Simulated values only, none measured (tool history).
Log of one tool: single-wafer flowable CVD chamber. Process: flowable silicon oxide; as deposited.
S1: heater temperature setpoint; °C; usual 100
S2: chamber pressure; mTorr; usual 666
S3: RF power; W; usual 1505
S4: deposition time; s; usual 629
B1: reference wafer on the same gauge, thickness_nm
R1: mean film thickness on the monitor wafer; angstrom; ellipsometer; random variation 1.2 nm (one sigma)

run	hour	S1	S2	S3	S4	B1	R1
1	0.0	100	666	1630	629	309.113	2703.94
2	57.5	100	666	1630	629	310.689	2704.21
# hour 104.1: thermocouple changed; heater temperature recalibrated
3	126.2	100	666	1630	629	310.053	2772.29
4	163.4	100	602	1505	629	310.367	2407.71
5	189.8	100	602	1505	629	310.120	2412.18
6	257.2	100	666	1505	629	310.014	2678.75
7	328.9	100	666	1505	563	309.933	2402.69
8	391.4	100	666	1505	629	309.903	2659.86
9	419.4	89	781	1220	668	310.405	4395.02
# hour 455.3: gauge calibrated
10	486.2	100	666	1505	629	309.277	2656.52
11	549.0	100	740	1310	668	310.031	2952.75
12	618.8	92	770	1505	629	309.981	4040.13
13	682.3	100	724	1505	589	310.089	2676.46
14	744.0	100	666	1505	629	309.525	2645.51
# hour 854.6: capacitance manometer re-zeroed and calibrated
15	875.0	100	666	1505	629	310.576	2612.03
16	930.7	108	750	1720	629	309.631	2342.63
# hour 982.9: showerhead replaced
# hour 1005.0: RF generator calibrated
17	1015.3	100	666	1650	629	309.364	2710.59
18	1054.7	100	504	1505	629	310.596	1993.30
19	1082.2	100	740	1310	668	309.939	2916.06
20	1134.5	95	620	1505	629	310.147	2891.30
21	1167.9	112	666	1505	694	309.610	1904.26
22	1234.1	92	666	1505	560	309.786	3068.75
23	1265.9	100	596	1390	629	310.489	2240.15
24	1327.3	110	666	1765	685	310.327	2128.17
25	1360.4	100	724	1505	589	310.929	2682.25
26	1385.5	100	666	1650	595	310.229	2536.48
27	1438.9	100	666	1505	629	310.405	2610.12
28	1484.0	100	666	1260	568	309.862	2161.42

4 ways to go on from here, each from the tool as it stands after run 28. What would each give?
A	1484.6	100	666	1505	593	?	?
B	1484.6	100	666	1660	629	?	?
C	1484.6	100	589	1505	735	?	?
D	1484.6	90	830	1505	629	?	?

run	B1	R1
A	309.915	2468.03
B	309.915	2706.34
C	309.915	2709.61
D	309.915	4623.65
Without the tool's hidden state the same runs would have given:
run	R1
A	2558.53
B	2805.58
C	2808.96
D	4782.86
